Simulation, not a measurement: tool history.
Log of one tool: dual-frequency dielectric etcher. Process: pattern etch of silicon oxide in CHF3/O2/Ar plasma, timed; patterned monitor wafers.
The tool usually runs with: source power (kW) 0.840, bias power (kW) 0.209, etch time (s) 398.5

| run | day | source power (kW) | bias power (kW) | etch time (s) | read-back reference wafer on the same gauge, depth_nm | mean etch depth across the wafer (Å) |
|---|---|---|---|---|---|---|
| 1 | 0.000 | 0.840 | 0.209 | 398.5 | 931.7 | 8698 |
| 2 | 0.021 | 0.840 | 0.209 | 398.5 | 932.0 | 8768 |
| 3 | 0.075 | 0.840 | 0.209 | 360.5 | 932.7 | 7902 |
| 4 | 0.371 | 0.840 | 0.209 | 398.5 | 931.7 | 8714 |
| 5 | 0.692 | 0.940 | 0.209 | 336.0 | 931.2 | 7542 |
| 6 | 1.088 | 0.840 | 0.209 | 398.5 | 932.1 | 8738 |
| 7 | 1.646 | 0.730 | 0.171 | 473.5 | 931.7 | 9592 |
|  | 1.875 | gauge calibrated |
| 8 | 2.121 | 0.840 | 0.209 | 398.5 | 931.3 | 8732 |
| 9 | 2.396 | 0.780 | 0.245 | 443.5 | 931.7 | 9968 |
| 10 | 2.712 | 0.840 | 0.209 | 317.0 | 932.3 | 6954 |
| 11 | 3.067 | 1.020 | 0.209 | 398.5 | 931.5 | 9280 |
| 12 | 3.367 | 1.000 | 0.209 | 398.5 | 931.5 | 9164 |
| 13 | 3.625 | 1.040 | 0.209 | 322.5 | 932.9 | 7546 |
| 14 | 4.154 | 0.840 | 0.209 | 398.5 | 931.2 | 8853 |
|  | 5.154 | bias power generator calibrated |
|  | 5.254 | wet clean of the chamber |
| 15 | 5.275 | 1.000 | 0.231 | 344.0 | 932.5 | 8431 |
| 16 | 5.575 | 0.720 | 0.228 | 305.0 | 932.6 | 6819 |
| 17 | 5.862 | 0.840 | 0.209 | 398.5 | 932.5 | 9111 |
| 18 | 6.417 | 0.900 | 0.158 | 516.0 | 931.1 | 11342 |
| 19 | 6.721 | 0.960 | 0.238 | 315.0 | 932.3 | 7658 |
| 20 | 7.154 | 0.840 | 0.209 | 398.5 | 930.9 | 9132 |
| 21 | 8.779 | 0.840 | 0.209 | 398.5 | 931.0 | 9189 |
| 22 | 9.058 | 0.840 | 0.209 | 398.5 | 931.6 | 9118 |
|  | 11.296 | wet clean of the chamber, repeated, since the last time left the tool worse |
| 23 | 11.317 | 0.840 | 0.209 | 398.5 | 931.6 | 8462 |
| 24 | 11.338 | 0.920 | 0.209 | 398.5 | 932.2 | 8708 |
| 25 | 11.708 | 0.840 | 0.228 | 511.5 | 932.0 | 11181 |
| 26 | 12.050 | 0.840 | 0.209 | 398.5 | 931.6 | 8533 |
| 27 | 12.496 | 0.840 | 0.227 | 398.5 | 932.5 | 8709 |
| 28 | 13.225 | 0.840 | 0.187 | 356.0 | 932.4 | 7440 |
| 29 | 13.521 | 0.730 | 0.167 | 398.5 | 932.4 | 7806 |
| 30 | 14.083 | 1.000 | 0.231 | 344.0 | 931.3 | 7925 |

4 ways to go on from here, each from the tool as it stands after run 30. What would each give?
| A | 14.104 | 0.840 | 0.209 | 398.5 | ? | ? |
| B | 14.104 | 0.840 | 0.165 | 480.0 | ? | ? |
| C | 14.104 | 0.650 | 0.239 | 322.0 | ? | ? |
| D | 14.104 | 0.840 | 0.256 | 398.5 | ? | ? |

| run | read-back reference wafer on the same gauge, depth_nm | mean etch depth across the wafer (Å) |
|---|---|---|
| A | 932.0 | 8550 |
| B | 932.0 | 9756 |
| C | 932.0 | 6694 |
| D | 932.0 | 8998 |
With no hidden state in the tool, these same runs would have given:
| run | mean etch depth across the wafer (Å) |
|---|---|
| A | 8531 |
| B | 9734 |
| C | 6679 |
| D | 8977 |

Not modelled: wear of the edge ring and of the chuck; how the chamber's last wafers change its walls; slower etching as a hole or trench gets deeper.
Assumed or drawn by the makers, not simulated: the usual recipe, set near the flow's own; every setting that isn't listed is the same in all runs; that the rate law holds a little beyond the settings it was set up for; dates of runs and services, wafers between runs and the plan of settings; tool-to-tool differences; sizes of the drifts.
